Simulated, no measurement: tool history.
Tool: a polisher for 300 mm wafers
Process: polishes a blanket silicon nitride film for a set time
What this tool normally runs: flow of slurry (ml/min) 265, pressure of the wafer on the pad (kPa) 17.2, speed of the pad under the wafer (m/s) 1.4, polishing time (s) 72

run    hour  flow of slurry (ml/min)  pressure of the wafer on the pad (kPa)  speed of the pad under the wafer (m/s)  polishing time (s)  wafers since the last listed run  wafers polished on this pad  hours since the slurry nozzle was cleaned  hours since the head pressure was calibrated  incoming thickness of the incoming film, nm  film removed (nm)
  1       0                      265                                    17.2                                     1.4                  72                                 0                         2256                                      219.7                                           865                                        623.9                100
      154.1  -- head pressure recalibrated
  2   259.4                      265                                    17.2                                     1.4                  72                              2747                         5004                                      479.1                                         105.3                                        618.4               95.3
  3   334.5                      265                                    22.1                                     1.4                  81                               801                         5806                                      554.2                                         180.4                                          614              127.7
  4     380                      235                                    15.9                                     1.4                  72                               485                         6291                                      599.7                                         225.9                                        621.1               86.6
  5   418.8                      235                                    15.9                                     1.4                  72                               414                         6706                                      638.5                                         264.7                                        613.4               85.8
      498.3  -- worn pad replaced by a new one
  6   511.1                      235                                    15.9                                     1.4                  72                               942                          136                                      730.8                                           357                                        619.5               88.1
      527.2  -- slurry nozzle cleaned
  7   580.1                      265                                    17.2                                     1.4                  72                               725                          862                                       52.9                                           426                                        622.5              101.7
  8   673.5                      265                                    17.2                                     1.4                  72                               997                         1859                                      146.3                                         519.4                                        619.4              100.8
  9     746                      265                                    17.2                                     1.4                  72                               773                         2633                                      218.8                                         591.9                                        632.5               96.8
 10   812.2                      265                                    17.2                                     1.4                  85                               706                         3340                                        285                                         658.1                                        626.8              113.7
 11   913.7                      265                                    17.2                                     1.4                  85                              1083                         4423                                      386.5                                         759.6                                        607.6              114.6
     1003.7  -- head pressure recalibrated
 12  1019.8                      265                                    17.2                                     1.4                  58                              1111                         5534                                      492.6                                          16.1                                        613.5               76.9
     1062.2  -- worn pad replaced by a new one
 13  1120.5                      265                                    17.2                                     1.4                  58                              1032                          622                                      593.3                                         116.8                                        628.4                 77
 14  1201.9                      265                                    17.2                                     1.4                  58                               868                         1491                                      674.7                                         198.2                                        624.4               76.3
 15  1263.8                      325                                    15.9                                     1.4                  72                               660                         2152                                      736.6                                         260.1                                        614.7               93.7
       1279  -- slurry nozzle cleaned
 16  1333.2                      325                                    15.9                                     1.4                  72                               730                         2882                                       54.2                                         329.5                                        610.6               97.3
 17  1375.3                      325                                    15.9                                     1.4                  72                               449                         3331                                       96.3                                         371.6                                        624.1                 98
 18    1449                      330                                    17.2                                     1.4                  72                               786                         4118                                        170                                         445.3                                        621.5               99.6
 19  1510.3                      210                                    13.1                                    0.96                  83                               654                         4773                                      231.3                                         506.6                                        620.7               67.7
 20  1548.1                      205                                    17.2                                    1.02                  72                               403                         5176                                      269.1                                         544.4                                        622.8               74.3
 21  1647.8                      200                                    17.2                                    1.72                  72                              1064                         6240                                      368.8                                         644.1                                        621.4              105.8
     1656.1  -- worn pad replaced by a new one
 22  1705.7                      265                                      20                                     1.4                  72                               575                          529                                      426.7                                           702                                        622.1                107
 23  1803.1                      265                                    17.2                                    1.12                  72                              1039                         1568                                      524.1                                         799.4                                        614.5               80.2
 24  1841.8                      335                                    22.1                                    1.08                  72                               413                         1981                                      562.8                                         838.1                                        626.7               98.5
 25  1881.4                      265                                    17.2                                     1.4                  72                               422                         2404                                      602.4                                         877.7                                        612.5               96.1
     1932.1  -- head pressure recalibrated
 26  1968.3                      235                                    15.9                                     1.4                  72                               906                         3310                                      689.3                                          36.2                                        624.4               87.3
     2041.6  -- slurry nozzle cleaned
 27    2071                      305                                    17.2                                    1.82                  72                              1085                         4396                                       29.4                                         138.9                                          632              127.9
 28  2169.5                      265                                    17.2                                     1.1                  72                              1051                         5447                                      127.9                                         237.4                                        610.6               83.9
 29    2230                      290                                    22.8                                    1.82                  50                               645                         6093                                      188.4                                         297.9                                        621.1              104.1
       2332  -- worn pad replaced by a new one
 30  2335.5                      305                                    17.2                                     1.4                  72                              1083                           37                                      293.9                                         403.4                                        623.3               99.6
 31  2442.2                      315                                    13.8                                    1.82                  72                              1138                         1176                                      400.6                                         510.1                                        625.4              103.6
 32  2652.2                      205                                    17.2                                    1.02                  72                              2241                         3418                                      610.6                                         720.1                                        616.6               70.5
     2751.4  -- slurry nozzle cleaned
 33  2759.5                      265                                    17.2                                     1.4                  53                              1134                         4553                                        8.1                                         827.4                                        626.8                 74
     2807.5  -- head pressure recalibrated
 34    2819                      185                                    17.2                                    1.64                  86                               613                         5166                                       67.6                                          11.5                                        621.9              127.3
 35  2904.5                      265                                    17.2                                     1.4                  72                               912                         6079                                      153.1                                            97                                        617.7               98.2
     2983.6  -- worn pad replaced by a new one
 36  2984.1                      265                                    17.2                                     1.4                  72                               807                            5                                      232.7                                         176.6                                        621.6               98.3
 37  3033.8                      265                                    22.8                                     1.4                  72                               530                          535                                      282.4                                         226.3                                        622.2              117.5

Run-by-run hidden state of the tool:
removal rate lost through wear of the pad, %: 0 across all the runs
deviation of the head's pressure from its setpoint, %: 0 across all the runs
H1: slurry flow missing at the pad, %
run    H1
  1  28.2
  2  39.2
  3  40.8
  4  41.5
  5    42
  6  42.9
  7  9.56
  8  20.5
  9  26.5
 10  30.6
 11    35
 12    38
 13  39.8
 14  40.8
 15  41.4
 16  12.6
 17  18.1
 18  25.6
 19  30.3
 20  32.6
 21  37.2
 22  39.2
 23  41.5
 24  42.2
 25  42.8
 26  43.8
 27  5.79
 28  18.4
 29  23.9
 30  30.8
 31  35.2
 32  39.8
 33   5.4
 34  14.4
 35    24
 36  30.3
 37  33.3
